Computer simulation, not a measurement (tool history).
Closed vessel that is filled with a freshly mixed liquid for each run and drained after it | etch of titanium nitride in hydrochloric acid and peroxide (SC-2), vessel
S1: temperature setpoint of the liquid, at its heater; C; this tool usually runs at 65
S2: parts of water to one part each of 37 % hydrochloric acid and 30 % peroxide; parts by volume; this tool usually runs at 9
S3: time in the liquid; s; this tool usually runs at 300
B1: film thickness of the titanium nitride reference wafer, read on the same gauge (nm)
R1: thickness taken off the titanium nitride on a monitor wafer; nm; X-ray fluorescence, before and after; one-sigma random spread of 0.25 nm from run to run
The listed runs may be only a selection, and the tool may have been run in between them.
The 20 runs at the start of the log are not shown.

| run | hour | S1 | S2 | S3 | B1 | R1 |
|---|---|---|---|---|---|---|
| 21 | 519.1 | 69 | 6 | 300 | 139.97 | 68.21 |
| 22 | 546.2 | 65 | 9 | 345 | 139.99 | 44.52 |
| 23 | 562.7 | 65 | 9 | 300 | 140 | 38.75 |
| 24 | 588.6 | 62 | 6.5 | 435 | 140.04 | 61.44 |
|  | 595.2 | thermometer replaced |
| 25 | 610.7 | 65 | 6 | 135 | 139.98 | 21.8 |
| 26 | 637 | 65 | 9 | 300 | 140 | 35.79 |
| 27 | 657 | 65 | 9 | 200 | 139.99 | 24.15 |
| 28 | 685.9 | 65 | 12 | 300 | 140 | 28.68 |
| 29 | 704.9 | 55.5 | 10 | 160 | 139.99 | 9.58 |
|  | 786 | new drum of peroxide connected |
| 30 | 812.5 | 69 | 11 | 365 | 139.99 | 47.87 |

What if the next run were any one of these 3? Each begins from the tool's condition after run 30:
| A | 813.2 | 65 | 9 | 185 | ? | ? |
| B | 813.2 | 71 | 5 | 300 | ? | ? |
| C | 813.2 | 72 | 13 | 450 | ? | ? |

| run | B1 | R1 |
|---|---|---|
| A | 140.02 | 22.48 |
| B | 140.02 | 81.5 |
| C | 140.02 | 60.94 |
Without the tool's unlogged condition, the same runs would have read:
| run | R1 |
|---|---|
| A | 20.74 |
| B | 75.68 |
| C | 56.17 |
